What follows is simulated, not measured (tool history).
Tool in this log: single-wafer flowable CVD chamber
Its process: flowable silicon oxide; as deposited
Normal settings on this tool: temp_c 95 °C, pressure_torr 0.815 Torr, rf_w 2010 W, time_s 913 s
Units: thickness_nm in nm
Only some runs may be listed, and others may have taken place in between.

| run | hour | temp_c | pressure_torr | rf_w | time_s | read-back reference wafer on the same gauge, thickness_nm | thickness_nm |
|---|---|---|---|---|---|---|---|
| 1 | 0 | 95 | 0.815 | 2010 | 913 | 616.765 | 583.706 |
| 2 | 46.9 | 95 | 0.815 | 2010 | 913 | 616.406 | 585.633 |
| 3 | 145.3 | 95 | 0.815 | 2130 | 913 | 616.579 | 589.021 |
| 4 | 251.8 | 95 | 0.815 | 2010 | 775 | 616.189 | 496.971 |
|  | 291.6 | thermocouple changed; heater temperature recalibrated |
|  | 432.2 | gauge calibrated |
|  | 469.6 | showerhead replaced |
| 5 | 542.4 | 95 | 0.815 | 2010 | 913 | 616.055 | 580.741 |
| 6 | 608.8 | 95 | 0.815 | 2255 | 913 | 616.492 | 595.794 |
| 7 | 683.6 | 95 | 0.815 | 2255 | 913 | 615.878 | 595.804 |
| 8 | 726.9 | 95 | 0.815 | 2010 | 913 | 616.275 | 579.154 |
| 9 | 763.8 | 95 | 0.815 | 2010 | 913 | 616.51 | 577.747 |
| 10 | 810.5 | 95 | 0.815 | 2010 | 913 | 616 | 576.799 |
| 11 | 866.9 | 86 | 0.815 | 1900 | 913 | 615.774 | 780.803 |
|  | 893.8 | capacitance manometer re-zeroed and calibrated |
| 12 | 968.6 | 95 | 0.815 | 2010 | 913 | 615.57 | 599.489 |
| 13 | 1063.9 | 95 | 0.815 | 2010 | 913 | 616.106 | 596.58 |
|  | 1095.4 | RF generator calibrated |
| 14 | 1134.3 | 95 | 0.75 | 2010 | 913 | 615.728 | 550.59 |
| 15 | 1214.4 | 95 | 0.815 | 2010 | 913 | 616.009 | 596.974 |
| 16 | 1250.7 | 84 | 0.815 | 2010 | 913 | 615.689 | 879.758 |
| 17 | 1328.5 | 107 | 0.744 | 2010 | 913 | 616.127 | 343.99 |
| 18 | 1413.2 | 95 | 0.712 | 2010 | 913 | 616.017 | 518.389 |
| 19 | 1468.3 | 95 | 0.815 | 1680 | 959 | 616.227 | 586.874 |
| 20 | 1543.5 | 95 | 0.982 | 2220 | 913 | 616.677 | 725.61 |
| 21 | 1592.1 | 103 | 0.685 | 2325 | 748 | 616.437 | 310.442 |
| 22 | 1637.8 | 95 | 0.815 | 2010 | 913 | 616.328 | 589.091 |
| 23 | 1695.1 | 95 | 0.969 | 2010 | 913 | 616.239 | 702.303 |
| 24 | 1762.8 | 103 | 0.815 | 2010 | 743 | 615.643 | 354.179 |
| 25 | 1850.6 | 95 | 0.815 | 2010 | 913 | 615.988 | 594.815 |
| 26 | 1898.6 | 105 | 0.815 | 1645 | 913 | 616.149 | 378.815 |
| 27 | 1956.2 | 95 | 0.647 | 2210 | 913 | 616.197 | 479.684 |
| 28 | 2017.9 | 95 | 0.815 | 2405 | 784 | 615.992 | 524.492 |

Forecast run 29:
| 29 | 2111.1 | 95 | 0.747 | 2010 | 833 | ? | ? |

{"run 29": {"read-back reference wafer on the same gauge, thickness_nm": 616.256, "thickness_nm": 492.939}}
Had the tool carried no hidden state, the very same run would have given thickness_nm 500.19 nm.
